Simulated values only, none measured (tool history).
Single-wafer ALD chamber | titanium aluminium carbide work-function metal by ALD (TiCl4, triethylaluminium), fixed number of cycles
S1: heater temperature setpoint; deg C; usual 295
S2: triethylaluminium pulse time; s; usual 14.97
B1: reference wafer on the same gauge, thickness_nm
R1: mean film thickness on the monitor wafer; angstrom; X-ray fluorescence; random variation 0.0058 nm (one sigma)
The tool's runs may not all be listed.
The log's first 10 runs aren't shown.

run 11 day=10.162 | S1=284 S2=9.48 | B1=1.794 | R1=19.43
run 12 day=11.417 | S1=295 S2=10.29 | B1=1.792 | R1=20.67
run 13 day=12.683 | S1=295 S2=14.97 | B1=1.793 | R1=20.91
run 14 day=13.617 | S1=295 S2=19.29 | B1=1.792 | R1=21.07
run 15 day=14.388 | S1=309 S2=20.28 | B1=1.789 | R1=22.58
run 16 day=15.296 | S1=299 S2=10.23 | B1=1.785 | R1=21.1
run 17 day=16.383 | S1=305 S2=20.49 | B1=1.787 | R1=22.03
run 18 day=17.112 | S1=290 S2=10.91 | B1=1.786 | R1=20.16
run 19 day=18.104 | S1=302 S2=9.97 | B1=1.785 | R1=21.22
run 20 day=18.696 | S1=295 S2=11.75 | B1=1.786 | R1=20.69
run 21 day=19.562 | S1=286 S2=18.93 | B1=1.782 | R1=20.1
run 22 day=20.438 | S1=291 S2=10.02 | B1=1.785 | R1=20.23
run 23 day=21.042 | S1=295 S2=19.29 | B1=1.781 | R1=20.85
run 24 day=22.508 | S1=287 S2=14.97 | B1=1.779 | R1=20.09
run 25 day=23.725 | S1=304 S2=18.11 | B1=1.782 | R1=21.82
-- day=24.121 thermocouple changed; heater temperature recalibrated
run 26 day=24.921 | S1=282 S2=14.97 | B1=1.78 | R1=19.51
run 27 day=26.312 | S1=301 S2=14.97 | B1=1.778 | R1=21.49
run 28 day=27.283 | S1=309 S2=13.33 | B1=1.78 | R1=22.2
run 29 day=27.942 | S1=309 S2=20.28 | B1=1.778 | R1=22.45
run 30 day=29.421 | S1=295 S2=14.97 | B1=1.778 | R1=20.83
run 31 day=30.817 | S1=308 S2=11.92 | B1=1.775 | R1=22.05
run 32 day=31.4 | S1=284 S2=9.48 | B1=1.774 | R1=19.3
run 33 day=35.1 | S1=295 S2=13.47 | B1=1.776 | R1=20.63
run 34 day=35.9 | S1=300 S2=14.97 | B1=1.775 | R1=21.32

Forecast each of these 3 alternatives for the next run:
run A day=35.917 | S1=295 S2=14.97 | B1=? | R1=?
run B day=35.917 | S1=302 S2=11.89 | B1=? | R1=?
run C day=35.917 | S1=309 S2=9.34 | B1=? | R1=?

run=A B1=1.774 R1=20.71
run=B B1=1.774 R1=21.28
run=C B1=1.774 R1=21.7
Without the tool's hidden state the same runs would have given:
run=A R1=21
run=B R1=21.57
run=C R1=22.01

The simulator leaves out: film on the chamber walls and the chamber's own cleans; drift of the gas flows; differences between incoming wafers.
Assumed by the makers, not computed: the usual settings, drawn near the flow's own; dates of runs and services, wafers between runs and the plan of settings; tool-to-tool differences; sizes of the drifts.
